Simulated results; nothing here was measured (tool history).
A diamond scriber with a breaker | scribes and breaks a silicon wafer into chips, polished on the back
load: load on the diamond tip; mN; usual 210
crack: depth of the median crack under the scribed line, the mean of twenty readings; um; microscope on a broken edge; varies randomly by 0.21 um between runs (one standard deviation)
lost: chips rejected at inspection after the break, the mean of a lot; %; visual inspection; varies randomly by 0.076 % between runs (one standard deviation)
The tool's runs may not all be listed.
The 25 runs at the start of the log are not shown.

| run | hour | load | incoming depth of the damage left on the back of the incoming wafer, um | crack | lost |
|---|---|---|---|---|---|
| 26 | 742.9 | 268 | 0.04 | 17.08 | 3.83 |
| 27 | 770.4 | 190 | 0.03 | 14.52 | 1.64 |
| 28 | 800.9 | 154 | 0.03 | 12.96 | 4.70 |
| 29 | 833.8 | 180 | 0.02 | 13.65 | 2.04 |
| 30 | 858.5 | 181 | 0.02 | 13.61 | 2.14 |
| 31 | 889.2 | 241 | 0.04 | 16.59 | 2.15 |
| 32 | 906.0 | 258 | 0.04 | 16.73 | 3.21 |
| 33 | 927.4 | 210 | 0.04 | 15.51 | 1.32 |
| 34 | 950.4 | 271 | 0.04 | 17.54 | 4.47 |
| 35 | 980.2 | 188 | 0.04 | 14.02 | 1.78 |
| 36 | 1032.7 | 210 | 0.04 | 14.79 | 1.25 |
| 37 | 1055.3 | 210 | 0.03 | 15.16 | 1.37 |
|  | 1067.5 | diamond tip replaced by a new one |
| 38 | 1090.3 | 150 | 0.04 | 12.49 | 5.30 |
| 39 | 1112.8 | 210 | 0.02 | 15.25 | 1.36 |
| 40 | 1128.9 | 269 | 0.04 | 17.57 | 4.04 |
| 41 | 1148.1 | 210 | 0.02 | 15.02 | 1.22 |
| 42 | 1174.9 | 239 | 0.01 | 16.49 | 2.04 |
| 43 | 1196.6 | 252 | 0.02 | 16.75 | 2.64 |

Here are 3 independent what-if runs from the current tool condition. What would each one return?
| A | 1197.2 | 210 | 0.03 | ? | ? |
| B | 1197.2 | 175 | 0.03 | ? | ? |
| C | 1197.2 | 171 | 0.03 | ? | ? |

| run | crack | lost |
|---|---|---|
| A | 15.00 | 1.34 |
| B | 13.49 | 2.62 |
| C | 13.31 | 2.96 |
What these runs would have given with no unlogged condition in the tool:
| run | crack | lost |
|---|---|---|
| A | 15.00 | 1.34 |
| B | 13.49 | 2.62 |
| C | 13.31 | 2.96 |
